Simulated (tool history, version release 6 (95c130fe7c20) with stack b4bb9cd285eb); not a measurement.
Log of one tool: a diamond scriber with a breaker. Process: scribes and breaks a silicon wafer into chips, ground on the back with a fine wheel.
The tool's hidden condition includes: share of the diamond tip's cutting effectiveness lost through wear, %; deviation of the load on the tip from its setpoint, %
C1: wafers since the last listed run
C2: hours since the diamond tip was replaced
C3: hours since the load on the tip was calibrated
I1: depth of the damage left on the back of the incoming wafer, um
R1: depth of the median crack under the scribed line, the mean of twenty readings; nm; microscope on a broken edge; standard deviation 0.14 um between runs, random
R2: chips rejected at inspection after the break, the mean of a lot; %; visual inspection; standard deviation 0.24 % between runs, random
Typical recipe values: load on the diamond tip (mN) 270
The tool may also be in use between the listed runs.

{"run": 1, "day": 0.0, "load on the diamond tip (mN)": 270, "C1": 0, "C2": 343.2, "C3": 914.3, "I1": 1.53, "R1": 6980, "R2": 2.89}
{"run": 2, "day": 2.904, "load on the diamond tip (mN)": 270, "C1": 182, "C2": 412.9, "C3": 984, "I1": 2.16, "R1": 6830, "R2": 4.39}
{"run": 3, "day": 4.092, "load on the diamond tip (mN)": 308, "C1": 74, "C2": 441.4, "C3": 1012.5, "I1": 1.94, "R1": 7610, "R2": 4.85}
{"run": 4, "day": 6.938, "load on the diamond tip (mN)": 308, "C1": 178, "C2": 509.7, "C3": 1080.8, "I1": 2.02, "R1": 7570, "R2": 4.83}
{"run": 5, "day": 8.812, "load on the diamond tip (mN)": 308, "C1": 117, "C2": 554.7, "C3": 1125.8, "I1": 2, "R1": 7720, "R2": 4.53}
{"day": 10.092, "done": "diamond tip replaced by a new one"}
{"run": 6, "day": 11.742, "load on the diamond tip (mN)": 270, "C1": 178, "C2": 39.6, "C3": 1196.1, "I1": 2.74, "R1": 6970, "R2": 8.05}
{"run": 7, "day": 13.104, "load on the diamond tip (mN)": 270, "C1": 85, "C2": 72.3, "C3": 1228.8, "I1": 2.16, "R1": 6910, "R2": 4.76}
{"run": 8, "day": 15.85, "load on the diamond tip (mN)": 270, "C1": 172, "C2": 138.2, "C3": 1294.7, "I1": 1.99, "R1": 7100, "R2": 3.99}
{"run": 9, "day": 18.742, "load on the diamond tip (mN)": 249, "C1": 181, "C2": 207.6, "C3": 1364.1, "I1": 2.58, "R1": 6840, "R2": 7.08}
{"run": 10, "day": 20.238, "load on the diamond tip (mN)": 249, "C1": 93, "C2": 243.5, "C3": 1400, "I1": 2.21, "R1": 7020, "R2": 5.65}
{"run": 11, "day": 22.479, "load on the diamond tip (mN)": 249, "C1": 140, "C2": 297.3, "C3": 1453.8, "I1": 1.55, "R1": 6780, "R2": 3.95}
{"run": 12, "day": 25.492, "load on the diamond tip (mN)": 310, "C1": 188, "C2": 369.6, "C3": 1526.1, "I1": 2.14, "R1": 7460, "R2": 5.21}
{"run": 13, "day": 26.567, "load on the diamond tip (mN)": 216, "C1": 67, "C2": 395.4, "C3": 1551.9, "I1": 1.74, "R1": 6040, "R2": 8.18}
{"run": 14, "day": 28.458, "load on the diamond tip (mN)": 270, "C1": 118, "C2": 440.8, "C3": 1597.3, "I1": 2.74, "R1": 7010, "R2": 6.9}
{"run": 15, "day": 29.496, "load on the diamond tip (mN)": 270, "C1": 65, "C2": 465.7, "C3": 1622.2, "I1": 1.58, "R1": 6970, "R2": 3.02}
{"run": 16, "day": 31.504, "load on the diamond tip (mN)": 270, "C1": 125, "C2": 513.9, "C3": 1670.4, "I1": 2.92, "R1": 7040, "R2": 8.52}
{"run": 17, "day": 32.704, "load on the diamond tip (mN)": 301, "C1": 75, "C2": 542.7, "C3": 1699.2, "I1": 1.96, "R1": 7400, "R2": 4.75}
{"run": 18, "day": 34.308, "load on the diamond tip (mN)": 306, "C1": 100, "C2": 581.2, "C3": 1737.7, "I1": 2.7, "R1": 7700, "R2": 7.46}
{"day": 34.75, "done": "load on the tip recalibrated"}
{"run": 19, "day": 35.642, "load on the diamond tip (mN)": 292, "C1": 78, "C2": 613.2, "C3": 21.4, "I1": 2.44, "R1": 7410, "R2": 5.49}
{"day": 35.821, "done": "diamond tip replaced by a new one"}
{"run": 20, "day": 37.575, "load on the diamond tip (mN)": 321, "C1": 116, "C2": 42.1, "C3": 67.8, "I1": 2.48, "R1": 7790, "R2": 7.15}
{"run": 21, "day": 40.542, "load on the diamond tip (mN)": 348, "C1": 186, "C2": 113.3, "C3": 139, "I1": 2.19, "R1": 8060, "R2": 8.67}
{"run": 22, "day": 42.112, "load on the diamond tip (mN)": 198, "C1": 98, "C2": 151, "C3": 176.7, "I1": 2.7, "R1": 5870, "R2": 16.31}
{"run": 23, "day": 43.962, "load on the diamond tip (mN)": 299, "C1": 116, "C2": 195.4, "C3": 221.1, "I1": 2.93, "R1": 7210, "R2": 7.83}
{"run": 24, "day": 45.883, "load on the diamond tip (mN)": 270, "C1": 120, "C2": 241.5, "C3": 267.2, "I1": 1.99, "R1": 6970, "R2": 4.16}
{"run": 25, "day": 47.267, "load on the diamond tip (mN)": 303, "C1": 86, "C2": 274.7, "C3": 300.4, "I1": 2.71, "R1": 7680, "R2": 7.31}
{"run": 26, "day": 48.562, "load on the diamond tip (mN)": 318, "C1": 81, "C2": 305.8, "C3": 331.5, "I1": 2.9, "R1": 7800, "R2": 9.11}
{"run": 27, "day": 52.908, "load on the diamond tip (mN)": 297, "C1": 272, "C2": 410.1, "C3": 435.8, "I1": 2.24, "R1": 7600, "R2": 5}
{"run": 28, "day": 53.958, "load on the diamond tip (mN)": 223, "C1": 65, "C2": 435.3, "C3": 461, "I1": 2.05, "R1": 6380, "R2": 8.12}
{"run": 29, "day": 55.479, "load on the diamond tip (mN)": 195, "C1": 95, "C2": 471.8, "C3": 497.5, "I1": 2.29, "R1": 5940, "R2": 15.67}
{"run": 30, "day": 57.325, "load on the diamond tip (mN)": 341, "C1": 115, "C2": 516.1, "C3": 541.8, "I1": 1.54, "R1": 8000, "R2": 6.9}
{"day": 58.979, "done": "diamond tip replaced by a new one"}
{"run": 31, "day": 60.179, "load on the diamond tip (mN)": 270, "C1": 173, "C2": 28.8, "C3": 610.3, "I1": 1.84, "R1": 7000, "R2": 3.62}
{"run": 32, "day": 61.267, "load on the diamond tip (mN)": 330, "C1": 68, "C2": 54.9, "C3": 636.4, "I1": 2.08, "R1": 8080, "R2": 6.96}
{"run": 33, "day": 62.829, "load on the diamond tip (mN)": 310, "C1": 98, "C2": 92.4, "C3": 673.9, "I1": 2.3, "R1": 7650, "R2": 5.4}
{"run": 34, "day": 63.971, "load on the diamond tip (mN)": 326, "C1": 71, "C2": 119.8, "C3": 701.3, "I1": 1.83, "R1": 8270, "R2": 5.64}
{"run": 35, "day": 66.708, "load on the diamond tip (mN)": 190, "C1": 171, "C2": 185.5, "C3": 767, "I1": 2.71, "R1": 5810, "R2": 18.06}

Below are 5 alternative next runs, each starting from the tool's condition after run 35. Predict each:
{"run": "A", "day": 66.733, "load on the diamond tip (mN)": 213, "C1": 1, "C2": 186.1, "C3": 767.6, "I1": 2.04, "R1": "?", "R2": "?"}
{"run": "B", "day": 66.733, "load on the diamond tip (mN)": 291, "C1": 1, "C2": 186.1, "C3": 767.6, "I1": 2.04, "R1": "?", "R2": "?"}
{"run": "C", "day": 66.733, "load on the diamond tip (mN)": 337, "C1": 1, "C2": 186.1, "C3": 767.6, "I1": 2.04, "R1": "?", "R2": "?"}
{"run": "D", "day": 66.733, "load on the diamond tip (mN)": 244, "C1": 1, "C2": 186.1, "C3": 767.6, "I1": 2.04, "R1": "?", "R2": "?"}
{"run": "E", "day": 66.733, "load on the diamond tip (mN)": 243, "C1": 1, "C2": 186.1, "C3": 767.6, "I1": 2.04, "R1": "?", "R2": "?"}

run=A R1=6280 R2=8.93
run=B R1=7520 R2=4.25
run=C R1=8210 R2=7.07
run=D R1=6790 R2=5.19
run=E R1=6770 R2=5.27
With no hidden state in the tool, these same runs would have given:
run=A R1=6280 R2=8.93
run=B R1=7520 R2=4.25
run=C R1=8210 R2=7.07
run=D R1=6790 R2=5.19
run=E R1=6770 R2=5.27
